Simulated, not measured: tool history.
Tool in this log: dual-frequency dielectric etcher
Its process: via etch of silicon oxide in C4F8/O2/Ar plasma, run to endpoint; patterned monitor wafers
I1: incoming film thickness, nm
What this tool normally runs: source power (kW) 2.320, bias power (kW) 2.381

run 1 hour=0.0 | source_power_(kW)=2.320 bias_power_(kW)=2.381 | I1=881.8 | endpoint_time_(s)=164.3
run 2 hour=40.7 | source_power_(kW)=2.320 bias_power_(kW)=2.381 | I1=884.3 | endpoint_time_(s)=164.1
run 3 hour=57.4 | source_power_(kW)=2.320 bias_power_(kW)=2.381 | I1=891.5 | endpoint_time_(s)=166.8
run 4 hour=72.3 | source_power_(kW)=2.320 bias_power_(kW)=2.381 | I1=883.3 | endpoint_time_(s)=167.3
run 5 hour=86.9 | source_power_(kW)=2.320 bias_power_(kW)=2.381 | I1=881.1 | endpoint_time_(s)=168.9
run 6 hour=102.1 | source_power_(kW)=2.320 bias_power_(kW)=2.381 | I1=875.5 | endpoint_time_(s)=165.5
run 7 hour=113.1 | source_power_(kW)=2.320 bias_power_(kW)=2.632 | I1=884.5 | endpoint_time_(s)=162.5
run 8 hour=131.1 | source_power_(kW)=2.320 bias_power_(kW)=2.632 | I1=884.6 | endpoint_time_(s)=162.1
run 9 hour=142.2 | source_power_(kW)=2.640 bias_power_(kW)=2.745 | I1=878.9 | endpoint_time_(s)=154.0
run 10 hour=155.9 | source_power_(kW)=2.640 bias_power_(kW)=2.745 | I1=879.3 | endpoint_time_(s)=154.3
run 11 hour=162.5 | source_power_(kW)=2.640 bias_power_(kW)=2.745 | I1=882.8 | endpoint_time_(s)=153.9
run 12 hour=169.8 | source_power_(kW)=1.940 bias_power_(kW)=2.828 | I1=888.4 | endpoint_time_(s)=167.3
run 13 hour=178.9 | source_power_(kW)=1.940 bias_power_(kW)=2.828 | I1=886.4 | endpoint_time_(s)=165.4
run 14 hour=226.3 | source_power_(kW)=2.320 bias_power_(kW)=2.381 | I1=883.3 | endpoint_time_(s)=160.6
run 15 hour=226.7 | source_power_(kW)=2.320 bias_power_(kW)=2.381 | I1=876.3 | endpoint_time_(s)=160.2
run 16 hour=227.1 | source_power_(kW)=2.320 bias_power_(kW)=2.381 | I1=884.2 | endpoint_time_(s)=162.4
run 17 hour=235.0 | source_power_(kW)=1.900 bias_power_(kW)=2.381 | I1=887.2 | endpoint_time_(s)=172.5
run 18 hour=246.3 | source_power_(kW)=1.900 bias_power_(kW)=2.381 | I1=889.2 | endpoint_time_(s)=169.3
run 19 hour=258.4 | source_power_(kW)=2.320 bias_power_(kW)=2.381 | I1=878.2 | endpoint_time_(s)=163.2
run 20 hour=276.3 | source_power_(kW)=1.890 bias_power_(kW)=2.035 | I1=885.1 | endpoint_time_(s)=180.3
run 21 hour=292.0 | source_power_(kW)=1.900 bias_power_(kW)=2.381 | I1=884.1 | endpoint_time_(s)=172.2
run 22 hour=299.7 | source_power_(kW)=2.170 bias_power_(kW)=2.926 | I1=871.4 | endpoint_time_(s)=154.2
run 23 hour=310.5 | source_power_(kW)=1.870 bias_power_(kW)=2.647 | I1=890.8 | endpoint_time_(s)=170.1
run 24 hour=324.0 | source_power_(kW)=1.900 bias_power_(kW)=2.381 | I1=878.3 | endpoint_time_(s)=170.5
run 25 hour=331.7 | source_power_(kW)=2.320 bias_power_(kW)=2.658 | I1=887.2 | endpoint_time_(s)=160.2
run 26 hour=348.3 | source_power_(kW)=2.640 bias_power_(kW)=2.745 | I1=885.6 | endpoint_time_(s)=153.1
run 27 hour=365.9 | source_power_(kW)=2.320 bias_power_(kW)=2.770 | I1=885.8 | endpoint_time_(s)=155.8
run 28 hour=378.8 | source_power_(kW)=2.170 bias_power_(kW)=2.926 | I1=892.6 | endpoint_time_(s)=158.1
run 29 hour=386.7 | source_power_(kW)=2.320 bias_power_(kW)=2.588 | I1=889.4 | endpoint_time_(s)=164.2
run 30 hour=399.3 | source_power_(kW)=2.320 bias_power_(kW)=2.151 | I1=891.5 | endpoint_time_(s)=173.2
run 31 hour=408.2 | source_power_(kW)=2.090 bias_power_(kW)=2.063 | I1=888.7 | endpoint_time_(s)=180.9
run 32 hour=422.1 | source_power_(kW)=2.620 bias_power_(kW)=2.037 | I1=881.7 | endpoint_time_(s)=168.5
run 33 hour=432.9 | source_power_(kW)=2.320 bias_power_(kW)=2.381 | I1=883.9 | endpoint_time_(s)=164.0
run 34 hour=443.0 | source_power_(kW)=2.090 bias_power_(kW)=2.063 | I1=888.5 | endpoint_time_(s)=179.8
run 35 hour=452.0 | source_power_(kW)=2.320 bias_power_(kW)=2.141 | I1=885.8 | endpoint_time_(s)=173.3
run 36 hour=459.8 | source_power_(kW)=1.770 bias_power_(kW)=1.891 | I1=883.8 | endpoint_time_(s)=193.0

Put back what was entered between runs (4 entries, withheld): which listed runs does each sit between, and how does the hidden state differ from the listed run before to the listed run after?
In the gap between runs 8 and 9: bias power generator calibrated (hour 140.5)
  etch rate over this chamber's usual, %: -3.55 -> -3.7
  difference, measured minus the result without the unlogged condition, endpoint time (s): +5.8 -> +5.7
In the gap between runs 9 and 10: source power generator calibrated (hour 155.4)
  etch rate over this chamber's usual, %: -3.7 -> -3.89
  difference, measured minus the result without the unlogged condition, endpoint time (s): +5.7 -> +6.0
In the gap between runs 13 and 14: upper electrode replaced (hour 210.2); wet clean of the chamber (hour 225.8)
  etch rate over this chamber's usual, %: -4.2 -> -0.0538
  difference, measured minus the result without the unlogged condition, endpoint time (s): +7.0 -> +0.1

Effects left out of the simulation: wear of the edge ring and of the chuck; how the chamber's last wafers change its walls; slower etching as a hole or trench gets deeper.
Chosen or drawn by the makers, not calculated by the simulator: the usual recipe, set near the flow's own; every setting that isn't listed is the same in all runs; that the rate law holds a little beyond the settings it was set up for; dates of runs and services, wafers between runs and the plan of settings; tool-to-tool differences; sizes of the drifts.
